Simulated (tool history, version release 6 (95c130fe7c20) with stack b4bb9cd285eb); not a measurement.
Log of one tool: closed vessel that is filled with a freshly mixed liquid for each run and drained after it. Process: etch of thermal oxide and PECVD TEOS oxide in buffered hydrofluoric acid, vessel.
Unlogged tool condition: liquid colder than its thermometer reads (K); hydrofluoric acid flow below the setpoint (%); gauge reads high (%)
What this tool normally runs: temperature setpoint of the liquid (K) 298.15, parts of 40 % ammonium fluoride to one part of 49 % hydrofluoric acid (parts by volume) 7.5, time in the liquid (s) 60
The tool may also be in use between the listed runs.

run,day,temperature setpoint of the liquid (K),parts of 40 % ammonium fluoride to one part of 49 % hydrofluoric acid (parts by volume),time in the liquid (s),wafers since the last listed run,hours since the thermometer was replaced,hours since the hydrofluoric acid flow meter was replaced,hours since the gauge calibration,"read-back film thickness of the thermal oxide reference wafer, read on the same gauge (nm)","read-back film thickness of the PECVD TEOS oxide reference wafer, read on the same gauge (nm)",thickness taken off the thermal oxide on a monitor wafer (angstrom),thickness taken off the PECVD TEOS oxide on a monitor wafer (angstrom)
1,0.000,295.65,7.5,60,0,2572.8,1559.9,158.6,70.00,109.99,618.8,1024.5
2,0.771,295.65,7.5,60,1850,2591.3,1578.4,177.1,69.99,110.01,622.7,1010.4
3,1.417,295.65,7.5,60,1550,2606.8,1593.9,192.6,69.98,110.02,611.5,1021.1
4,2.000,301.15,7.0,60,1400,2620.8,1607.9,206.6,70.00,110.00,895.5,1500.9
5,3.062,301.15,7.0,60,2550,2646.3,1633.4,232.1,70.00,109.97,895.2,1489.4
6,4.421,298.15,7.5,60,3261,2678.9,1666.0,264.7,70.00,110.03,704.9,1163.4
7,5.162,298.15,7.5,60,1780,2696.7,1683.8,282.5,70.02,110.02,706.6,1160.4
8,6.196,298.15,7.5,85,2480,2721.5,1708.6,307.3,69.99,109.99,990.5,1624.1
# day 7.542: gauge calibrated
# day 8.325: thermometer replaced
# day 10.392: hydrofluoric acid flow meter replaced
9,10.692,301.65,9.0,70,10594,56.8,7.2,75.6,70.00,109.98,1034.0,1699.6
10,11.392,298.15,7.5,80,1680,73.6,24.0,92.4,70.00,110.03,1180.2,1932.8
11,12.033,294.15,5.5,60,1540,89.0,39.4,107.8,70.00,109.97,945.7,1571.9
12,12.567,294.65,6.5,45,1280,101.8,52.2,120.6,70.01,110.04,632.2,1041.6
13,13.925,301.65,7.5,30,3261,134.4,84.8,153.2,70.01,109.95,530.4,874.7
14,15.388,298.15,7.5,60,3511,169.5,119.9,188.3,70.03,110.00,873.5,1445.1

What differs in the tool's unlogged condition from the final listed run ahead of each entry between runs to the first listed run following it?
In the gap between runs 8 and 9: gauge calibrated (day 7.542); thermometer replaced (day 8.325); hydrofluoric acid flow meter replaced (day 10.392)
  liquid colder than its thermometer reads (K): 2.51 -> 0.248; hydrofluoric acid flow below the setpoint (%): 11.9 -> 2.25
  difference, measured minus the result without the unlogged condition, thickness taken off the thermal oxide on a monitor wafer (angstrom): -312.6 -> -28.9; thickness taken off the PECVD TEOS oxide on a monitor wafer (angstrom): -512.5 -> -47.4
